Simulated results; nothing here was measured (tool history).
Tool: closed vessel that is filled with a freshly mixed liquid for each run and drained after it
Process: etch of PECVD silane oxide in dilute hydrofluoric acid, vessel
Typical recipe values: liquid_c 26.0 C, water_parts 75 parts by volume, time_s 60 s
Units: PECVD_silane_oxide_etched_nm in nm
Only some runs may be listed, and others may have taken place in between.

run	hour	liquid_c	water_parts	time_s	wafers since the last listed run	hours since the thermometer was replaced	hours since the hydrofluoric acid flow meter was replaced	hours since the gauge calibration	read-back film thickness of the PECVD silane oxide reference wafer, read on the same gauge (nm)	PECVD_silane_oxide_etched_nm
1	0.0	26.0	75	40	0	630.2	1540.4	107.1	70.02	14.16
2	34.2	30.0	75	60	4881	664.4	1574.6	141.3	70.00	24.95
3	89.0	30.0	75	60	7821	719.2	1629.4	196.1	69.99	24.71
4	126.5	30.0	75	60	5352	756.7	1666.9	233.6	70.02	24.67
5	197.2	26.0	75	45	10090	827.4	1737.6	304.3	70.00	15.65
6	244.3	26.0	75	60	6722	874.5	1784.7	351.4	69.99	20.75
7	343.4	26.0	75	60	14143	973.6	1883.8	450.5	70.02	20.59
8	384.9	21.0	50	50	5922	1015.1	1925.3	492.0	70.02	21.73
# hour 419.6: gauge calibrated
9	456.5	23.5	55	60	10218	1086.7	1996.9	36.9	70.00	25.73
# hour 500.7: hydrofluoric acid flow meter replaced
10	501.4	26.0	75	60	6265	1131.6	0.7	81.8	70.01	23.12
# hour 518.5: thermometer replaced
11	554.7	21.5	75	60	7464	36.2	54.0	135.1	70.01	19.91
12	595.1	26.0	75	80	5765	76.6	94.4	175.5	69.98	31.67
13	635.5	26.0	60	60	5765	117.0	134.8	215.9	69.99	30.17
14	702.3	30.5	90	80	9533	183.8	201.6	282.7	70.03	30.52
15	741.2	23.5	105	75	5551	222.7	240.5	321.6	70.00	18.17

Some steps in PECVD_silane_oxide_etched_nm between neighbouring runs. How much of each would the tool show without its hidden state too (settings, what came in, random variation), and how much is left for the hidden state, with any gauge scatter that isn't in both results?
Unlogged tool condition in this case: liquid colder than its thermometer reads (K); hydrofluoric acid flow below the setpoint (%); gauge reads high (%).
Run 9 -> 10: liquid_c 23.5 -> 26.0, water_parts 55 -> 75, hydrofluoric acid flow meter replaced. PECVD_silane_oxide_etched_nm -2.61 nm: hidden state +3.54, all else -6.15.
Run 14 -> 15: liquid_c 30.5 -> 23.5, water_parts 90 -> 105, time_s 80 -> 75. PECVD_silane_oxide_etched_nm -12.35 nm: hidden state +0.23, all else -12.58.
